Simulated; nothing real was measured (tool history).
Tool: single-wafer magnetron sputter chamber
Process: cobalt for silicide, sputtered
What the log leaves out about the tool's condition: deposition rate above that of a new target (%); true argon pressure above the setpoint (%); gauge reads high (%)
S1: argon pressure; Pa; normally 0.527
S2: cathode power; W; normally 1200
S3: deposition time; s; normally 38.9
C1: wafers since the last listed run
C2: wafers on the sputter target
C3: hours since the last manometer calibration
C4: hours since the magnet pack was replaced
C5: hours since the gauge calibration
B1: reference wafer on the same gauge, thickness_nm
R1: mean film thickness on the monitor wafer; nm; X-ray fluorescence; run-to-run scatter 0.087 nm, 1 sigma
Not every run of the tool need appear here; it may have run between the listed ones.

run   hour     S1    S2    S3    C1    C2      C3      C4     C5      B1      R1
  1    0.0  0.527  1200  38.9     0  6599   820.5  8822.5  145.2  20.682  22.885
      25.8  -- sputter target and shields replaced
  2   27.6  0.527  1200  38.9   344    31   848.1  8850.1  172.8  20.663  23.511
  3   44.0  0.527  1200  38.9   288   319   864.5  8866.5  189.2  20.693  23.538
  4   80.0  0.527  1200  38.9   632   952   900.5  8902.5  225.2  20.718  23.404
  5  107.5  0.578  1100  38.9   483  1436   928.0  8930.0  252.7  20.684  21.681
  6  138.7  0.527  1200  38.9   548  1984   959.2  8961.2  283.9  20.702  23.453
  7  172.2  0.433  1200  38.9   589  2573   992.7  8994.7  317.4  20.650  24.379
  8  199.0  0.527  1200  38.9   471  3044  1019.5  9021.5  344.2  20.667  23.269
  9  215.2  0.527  1200  38.9   284  3329  1035.7  9037.7  360.4  20.708  23.310
 10  234.6  0.527  1200  44.3   341  3670  1055.1  9057.1  379.8  20.693  26.730
 11  262.5  0.527  1200  44.3   490  4161  1083.0  9085.0  407.7  20.705  26.534
 12  293.4  0.527  1200  44.3   543  4704  1113.9  9115.9  438.6  20.728  26.639
 13  321.7  0.527  1050  38.9   497  5202  1142.2  9144.2  466.9  20.710  21.120
 14  333.7  0.527  1200  41.8   210  5413  1154.2  9156.2  478.9  20.650  25.059
     338.7  -- gauge calibrated
 15  360.9  0.527  1200  41.8   478  5891  1181.4  9183.4   22.2  20.684  24.735
     379.2  -- capacitance manometer re-zeroed and calibrated
 16  384.2  0.622  1200  38.9   269  6160     5.0  9206.7   45.5  20.699  21.452
 17  408.6  0.695  1000  35.2   429  6589    29.4  9231.1   69.9  20.702  16.490
 18  423.5  0.424  1200  44.9   261  6851    44.3  9246.0   84.8  20.737  27.071
     446.6  -- magnet pack replaced
 19  447.1  0.445  1450  44.6   274  7125    67.9     0.5  108.4  20.694  30.579
 20  461.9  0.339  1300  36.0   260  7385    82.7    15.3  123.2  20.676  23.601
 21  482.1  0.447  1050  32.8   355  7741   102.9    35.5  143.4  20.684  17.465
 22  500.2  0.424  1200  38.9   318  8059   121.0    53.6  161.5  20.710  23.142
 23  524.8  0.527  1200  38.9   432  8491   145.6    78.2  186.1  20.718  22.027
     549.4  -- sputter target and shields replaced
 24  557.0  0.527  1200  33.3   425   133   177.8   110.4  218.3  20.705  19.737
 25  571.0  0.465  1100  32.1   246   379   191.8   124.4  232.3  20.650  18.329
 26  588.4  0.527  1200  38.9   305   685   209.2   141.8  249.7  20.714  23.121
 27  609.4  0.690  1200  31.9   369  1055   230.2   162.8  270.7  20.674  17.651
 28  623.1  0.322  1400  33.9   240  1295   243.9   176.5  284.4  20.683  24.878
 29  653.5  0.527  1200  38.9   534  1830   274.3   206.9  314.8  20.664  23.073
 30  717.1  0.527  1200  36.6  1118  2948   337.9   270.5  378.4  20.686  21.618

Predict each of these 3 candidate next runs independently; none follows another, all start after run 30:
  A  717.5  0.632  1200  38.9   7  2955  338.3  270.9  378.8   ?   ?
  B  717.5  0.444  1450  38.9   7  2955  338.3  270.9  378.8   ?   ?
  C  717.5  0.527  1200  31.6   7  2955  338.3  270.9  378.8   ?   ?

run      B1      R1
  A  20.731  22.062
  B  20.731  27.738
  C  20.731  18.750
Without the tool's unlogged condition, the same runs would have read:
run      R1
  A  22.302
  B  28.043
  C  18.955
